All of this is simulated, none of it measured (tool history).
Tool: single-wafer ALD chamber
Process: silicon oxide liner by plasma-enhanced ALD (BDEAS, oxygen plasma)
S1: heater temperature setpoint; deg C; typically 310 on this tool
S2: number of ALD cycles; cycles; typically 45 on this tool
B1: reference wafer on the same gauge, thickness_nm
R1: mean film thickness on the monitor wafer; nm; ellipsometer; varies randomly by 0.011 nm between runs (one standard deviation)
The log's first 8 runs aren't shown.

{"run": 9, "hour": 194.1, "S1": 310, "S2": 43, "B1": 3.82, "R1": 4.174}
{"run": 10, "hour": 228.1, "S1": 303, "S2": 45, "B1": 3.823, "R1": 4.423}
{"hour": 250.4, "done": "thermocouple changed; heater temperature recalibrated"}
{"run": 11, "hour": 257.3, "S1": 303, "S2": 45, "B1": 3.824, "R1": 4.414}
{"run": 12, "hour": 274.2, "S1": 310, "S2": 45, "B1": 3.829, "R1": 4.366}
{"run": 13, "hour": 293.1, "S1": 310, "S2": 45, "B1": 3.837, "R1": 4.374}
{"run": 14, "hour": 307.7, "S1": 310, "S2": 38, "B1": 3.84, "R1": 3.699}
{"run": 15, "hour": 324.0, "S1": 310, "S2": 38, "B1": 3.836, "R1": 3.715}
{"run": 16, "hour": 341.1, "S1": 310, "S2": 45, "B1": 3.842, "R1": 4.39}
{"run": 17, "hour": 363.4, "S1": 319, "S2": 39, "B1": 3.845, "R1": 3.765}
{"run": 18, "hour": 396.7, "S1": 321, "S2": 47, "B1": 3.85, "R1": 4.545}
{"run": 19, "hour": 429.6, "S1": 310, "S2": 45, "B1": 3.855, "R1": 4.403}
{"run": 20, "hour": 460.2, "S1": 318, "S2": 42, "B1": 3.862, "R1": 4.076}
{"run": 21, "hour": 483.7, "S1": 310, "S2": 45, "B1": 3.867, "R1": 4.439}
{"run": 22, "hour": 497.5, "S1": 310, "S2": 50, "B1": 3.873, "R1": 4.919}
{"run": 23, "hour": 515.2, "S1": 310, "S2": 42, "B1": 3.872, "R1": 4.145}
{"run": 24, "hour": 539.7, "S1": 303, "S2": 47, "B1": 3.878, "R1": 4.679}
{"run": 25, "hour": 572.5, "S1": 305, "S2": 40, "B1": 3.885, "R1": 3.982}
{"hour": 579.6, "done": "gauge calibrated"}
{"run": 26, "hour": 604.2, "S1": 310, "S2": 45, "B1": 3.777, "R1": 4.332}
{"run": 27, "hour": 628.4, "S1": 323, "S2": 47, "B1": 3.776, "R1": 4.443}
{"run": 28, "hour": 646.8, "S1": 322, "S2": 52, "B1": 3.777, "R1": 4.919}
{"run": 29, "hour": 673.8, "S1": 295, "S2": 45, "B1": 3.777, "R1": 4.426}
{"run": 30, "hour": 707.0, "S1": 300, "S2": 49, "B1": 3.776, "R1": 4.767}
{"run": 31, "hour": 726.1, "S1": 310, "S2": 45, "B1": 3.778, "R1": 4.315}
{"run": 32, "hour": 744.9, "S1": 310, "S2": 54, "B1": 3.782, "R1": 5.179}

Consider 4 possible next runs. They are alternatives, not a sequence: every one starts from the tool as it was left by run 32. What does each give?
{"run": "A", "hour": 745.4, "S1": 310, "S2": 49, "B1": "?", "R1": "?"}
{"run": "B", "hour": 745.4, "S1": 314, "S2": 45, "B1": "?", "R1": "?"}
{"run": "C", "hour": 745.4, "S1": 324, "S2": 37, "B1": "?", "R1": "?"}
{"run": "D", "hour": 745.4, "S1": 322, "S2": 45, "B1": "?", "R1": "?"}

run=A B1=3.778 R1=4.691
run=B B1=3.778 R1=4.286
run=C B1=3.778 R1=3.48
run=D B1=3.778 R1=4.243
Had the tool no hidden state, the same runs would have come out as:
run=A R1=4.693
run=B R1=4.288
run=C R1=3.481
run=D R1=4.245
